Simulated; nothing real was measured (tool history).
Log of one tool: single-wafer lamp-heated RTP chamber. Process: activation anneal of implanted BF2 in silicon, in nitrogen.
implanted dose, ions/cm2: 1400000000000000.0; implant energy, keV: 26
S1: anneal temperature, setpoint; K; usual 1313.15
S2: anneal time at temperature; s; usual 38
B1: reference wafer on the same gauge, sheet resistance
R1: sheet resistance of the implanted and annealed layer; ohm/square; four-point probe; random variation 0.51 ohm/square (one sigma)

Run 1, hour 0: usual settings but S1 1304.15 K, S2 28 s; B1 126.9. Result: R1 115.97 ohm/square.
Run 2, hour 28.5: usual settings but S1 1304.15 K, S2 28 s; B1 126.94. Result: R1 114.76 ohm/square.
Run 3, hour 56.9: usual settings; B1 127.21. Result: R1 104.24 ohm/square.
Run 4, hour 81.3: usual settings but S1 1296.15 K; B1 126.93. Result: R1 114.41 ohm/square.
Run 5, hour 94.2: usual settings but S1 1296.15 K; B1 127.05. Result: R1 114.49 ohm/square.
At hour 114.8: reflector plate cleaned, repeated, since the last time left the tool worse.
Run 6, hour 121.3: usual settings but S1 1296.15 K; B1 126.81. Result: R1 121.82 ohm/square.
Run 7, hour 143.2: usual settings; B1 127.03. Result: R1 110.06 ohm/square.
Run 8, hour 164.5: usual settings; B1 126.92. Result: R1 108.28 ohm/square.
At hour 186.7: pyrometer window cleaned and pyrometer calibrated.
Run 9, hour 192.6: usual settings; B1 127.12. Result: R1 109.13 ohm/square.
Run 10, hour 287.9: usual settings; B1 126.75. Result: R1 107.57 ohm/square.
Run 11, hour 318.6: usual settings but S1 1319.15 K, S2 31 s; B1 127. Result: R1 108.16 ohm/square.
At hour 340.3: reflector plate cleaned.
Run 12, hour 346.1: usual settings but S2 50 s; B1 127.05. Result: R1 104.57 ohm/square.
Run 13, hour 376.5: usual settings but S1 1293.15 K, S2 59 s; B1 127.02. Result: R1 115.43 ohm/square.
Run 14, hour 410.7: usual settings but S1 1329.15 K, S2 19 s; B1 126.78. Result: R1 111.04 ohm/square.
At hour 438.9: pyrometer window cleaned and pyrometer calibrated.
Run 15, hour 440.7: usual settings but S1 1291.15 K, S2 55 s; B1 127.2. Result: R1 117.77 ohm/square.
Run 16, hour 464: usual settings; B1 127.06. Result: R1 109.23 ohm/square.
At hour 479: gauge calibrated.
Run 17, hour 488: usual settings but S1 1335.15 K, S2 30 s; B1 126.8. Result: R1 100.69 ohm/square.
Run 18, hour 511.1: usual settings but S1 1337.15 K, S2 52 s; B1 127.09. Result: R1 92.79 ohm/square.
Run 19, hour 541.7: usual settings but S1 1287.15 K, S2 25 s; B1 127.02. Result: R1 132.52 ohm/square.
Run 20, hour 558.4: usual settings but S1 1285.15 K, S2 60 s; B1 127.21. Result: R1 118.18 ohm/square.
At hour 577.8: reflector plate cleaned.
Run 21, hour 581.5: usual settings but S1 1337.15 K, S2 52 s; B1 126.99. Result: R1 93.46 ohm/square.
Run 22, hour 598.5: usual settings but S1 1292.15 K, S2 32 s; B1 127.01. Result: R1 127.86 ohm/square.
Run 23, hour 623: usual settings but S2 25 s; B1 127.11. Result: R1 116.35 ohm/square.
Run 24, hour 643.9: usual settings; B1 126.92. Result: R1 109.03 ohm/square.
Run 25, hour 669.5: usual settings but S1 1298.15 K, S2 18 s; B1 127.35. Result: R1 131.78 ohm/square.
At hour 700.5: pyrometer window cleaned and pyrometer calibrated.
Run 26, hour 701: usual settings; B1 127.05. Result: R1 108.26 ohm/square.
Run 27, hour 725.6: usual settings but S1 1302.15 K, S2 19 s; B1 126.65. Result: R1 127.89 ohm/square.
Run 28, hour 741.8: usual settings but S1 1296.15 K; B1 126.93. Result: R1 119.05 ohm/square.
Run 29, hour 776.2: usual settings but S2 54 s; B1 126.84. Result: R1 102.24 ohm/square.
At hour 799.9: reflector plate cleaned.
Run 30, hour 800.4: usual settings but S1 1336.15 K, S2 54 s; B1 127.23. Result: R1 93.5 ohm/square.
Run 31, hour 818.7: usual settings but S1 1328.15 K, S2 20 s; B1 126.81. Result: R1 112.7 ohm/square.
Run 32, hour 836.7: usual settings; B1 127.11. Result: R1 108.32 ohm/square.
Run 33, hour 890.8: usual settings; B1 127.13. Result: R1 108.05 ohm/square.
Run 34, hour 904.2: usual settings; B1 126.88. Result: R1 108.3 ohm/square.
Run 35, hour 919.5: usual settings but S1 1333.15 K; B1 127.31. Result: R1 98.6 ohm/square.

Measured less the same run without the tool's hidden state. The same run-to-run variation is in both; the gauge's scatter may not be:
The hidden state here: true wafer temperature minus pyrometer reading, K; wafer temperature error from the tarnished reflector plate, K; gauge reads high (%).
run     R1
  1  -5.66
  2  -5.89
  3  -5.35
  4  -6.96
  5  -7.11
  6  -0.26
  7   -0.4
  8  -0.59
  9  -0.85
 10  -1.69
 11   -1.9
 12   -0.2
 13  -0.58
 14  -0.78
 15  -1.31
 16  -1.27
 17  -1.21
 18  -0.91
 19  -2.99
 20  -2.63
 21  -0.03
 22   -0.3
 23  -0.46
 24  -0.62
 25  -1.13
 26  -1.14
 27  -1.68
 28  -1.88
 29  -1.76
 30  -0.16
 31  -0.45
 32  -0.61
 33  -1.09
 34  -1.22
 35  -1.03
